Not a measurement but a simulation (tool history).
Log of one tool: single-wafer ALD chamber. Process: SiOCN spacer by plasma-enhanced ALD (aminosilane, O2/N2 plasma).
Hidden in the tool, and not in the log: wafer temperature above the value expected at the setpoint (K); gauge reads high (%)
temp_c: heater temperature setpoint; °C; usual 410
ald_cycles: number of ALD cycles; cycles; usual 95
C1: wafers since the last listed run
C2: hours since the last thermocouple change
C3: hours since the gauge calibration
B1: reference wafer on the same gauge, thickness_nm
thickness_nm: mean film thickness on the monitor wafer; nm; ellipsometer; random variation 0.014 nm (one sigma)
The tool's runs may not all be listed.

{"run": 1, "hour": 0.0, "temp_c": 410, "ald_cycles": 95, "C1": 0, "C2": 979.5, "C3": 109.1, "B1": 5.431, "thickness_nm": 5.429}
{"run": 2, "hour": 6.4, "temp_c": 410, "ald_cycles": 95, "C1": 25, "C2": 985.9, "C3": 115.5, "B1": 5.427, "thickness_nm": 5.434}
{"run": 3, "hour": 23.0, "temp_c": 406, "ald_cycles": 83, "C1": 66, "C2": 1002.5, "C3": 132.1, "B1": 5.427, "thickness_nm": 4.798}
{"run": 4, "hour": 37.3, "temp_c": 406, "ald_cycles": 83, "C1": 57, "C2": 1016.8, "C3": 146.4, "B1": 5.429, "thickness_nm": 4.806}
{"run": 5, "hour": 53.1, "temp_c": 410, "ald_cycles": 95, "C1": 63, "C2": 1032.6, "C3": 162.2, "B1": 5.428, "thickness_nm": 5.431}
{"run": 6, "hour": 68.8, "temp_c": 410, "ald_cycles": 95, "C1": 62, "C2": 1048.3, "C3": 177.9, "B1": 5.43, "thickness_nm": 5.429}
{"run": 7, "hour": 83.4, "temp_c": 410, "ald_cycles": 95, "C1": 58, "C2": 1062.9, "C3": 192.5, "B1": 5.428, "thickness_nm": 5.424}
{"run": 8, "hour": 93.7, "temp_c": 410, "ald_cycles": 105, "C1": 41, "C2": 1073.2, "C3": 202.8, "B1": 5.425, "thickness_nm": 5.991}
{"run": 9, "hour": 107.2, "temp_c": 410, "ald_cycles": 105, "C1": 53, "C2": 1086.7, "C3": 216.3, "B1": 5.429, "thickness_nm": 6.001}
{"run": 10, "hour": 114.0, "temp_c": 410, "ald_cycles": 95, "C1": 27, "C2": 1093.5, "C3": 223.1, "B1": 5.429, "thickness_nm": 5.416}
{"run": 11, "hour": 129.7, "temp_c": 410, "ald_cycles": 108, "C1": 62, "C2": 1109.2, "C3": 238.8, "B1": 5.436, "thickness_nm": 6.15}
{"run": 12, "hour": 140.2, "temp_c": 410, "ald_cycles": 95, "C1": 41, "C2": 1119.7, "C3": 249.3, "B1": 5.429, "thickness_nm": 5.432}
{"hour": 144.7, "done": "gauge calibrated"}
{"run": 13, "hour": 152.5, "temp_c": 404, "ald_cycles": 106, "C1": 49, "C2": 1132.0, "C3": 7.8, "B1": 5.428, "thickness_nm": 6.192}
{"run": 14, "hour": 160.6, "temp_c": 410, "ald_cycles": 102, "C1": 32, "C2": 1140.1, "C3": 15.9, "B1": 5.429, "thickness_nm": 5.826}
{"run": 15, "hour": 176.9, "temp_c": 410, "ald_cycles": 95, "C1": 65, "C2": 1156.4, "C3": 32.2, "B1": 5.434, "thickness_nm": 5.411}
{"run": 16, "hour": 190.2, "temp_c": 410, "ald_cycles": 95, "C1": 53, "C2": 1169.7, "C3": 45.5, "B1": 5.424, "thickness_nm": 5.432}
{"hour": 235.9, "done": "thermocouple changed; heater temperature recalibrated"}
{"run": 17, "hour": 236.4, "temp_c": 405, "ald_cycles": 90, "C1": 152, "C2": 0.5, "C3": 91.7, "B1": 5.431, "thickness_nm": 5.238}
{"run": 18, "hour": 264.8, "temp_c": 400, "ald_cycles": 77, "C1": 113, "C2": 28.9, "C3": 120.1, "B1": 5.429, "thickness_nm": 4.54}
{"run": 19, "hour": 303.1, "temp_c": 410, "ald_cycles": 95, "C1": 153, "C2": 67.2, "C3": 158.4, "B1": 5.433, "thickness_nm": 5.415}
{"run": 20, "hour": 309.2, "temp_c": 420, "ald_cycles": 83, "C1": 24, "C2": 73.3, "C3": 164.5, "B1": 5.428, "thickness_nm": 4.587}
{"run": 21, "hour": 316.5, "temp_c": 410, "ald_cycles": 81, "C1": 29, "C2": 80.6, "C3": 171.8, "B1": 5.429, "thickness_nm": 4.63}
{"run": 22, "hour": 327.3, "temp_c": 404, "ald_cycles": 103, "C1": 43, "C2": 91.4, "C3": 182.6, "B1": 5.434, "thickness_nm": 6.003}
{"run": 23, "hour": 337.3, "temp_c": 405, "ald_cycles": 104, "C1": 39, "C2": 101.4, "C3": 192.6, "B1": 5.429, "thickness_nm": 6.028}
{"run": 24, "hour": 386.9, "temp_c": 410, "ald_cycles": 95, "C1": 198, "C2": 151.0, "C3": 242.2, "B1": 5.43, "thickness_nm": 5.416}

Forecast each of these 5 alternatives for the next run:
{"run": "A", "hour": 387.5, "temp_c": 410, "ald_cycles": 95, "C1": 2, "C2": 151.6, "C3": 242.8, "B1": "?", "thickness_nm": "?"}
{"run": "B", "hour": 387.5, "temp_c": 425, "ald_cycles": 95, "C1": 2, "C2": 151.6, "C3": 242.8, "B1": "?", "thickness_nm": "?"}
{"run": "C", "hour": 387.5, "temp_c": 415, "ald_cycles": 95, "C1": 2, "C2": 151.6, "C3": 242.8, "B1": "?", "thickness_nm": "?"}
{"run": "D", "hour": 387.5, "temp_c": 405, "ald_cycles": 113, "C1": 2, "C2": 151.6, "C3": 242.8, "B1": "?", "thickness_nm": "?"}
{"run": "E", "hour": 387.5, "temp_c": 396, "ald_cycles": 105, "C1": 2, "C2": 151.6, "C3": 242.8, "B1": "?", "thickness_nm": "?"}

run=A B1=5.432 thickness_nm=5.435
run=B B1=5.432 thickness_nm=5.155
run=C B1=5.432 thickness_nm=5.342
run=D B1=5.432 thickness_nm=6.576
run=E B1=5.432 thickness_nm=6.193
Without the tool's hidden state the same runs would have given:
run=A thickness_nm=5.435
run=B thickness_nm=5.155
run=C thickness_nm=5.342
run=D thickness_nm=6.576
run=E thickness_nm=6.193
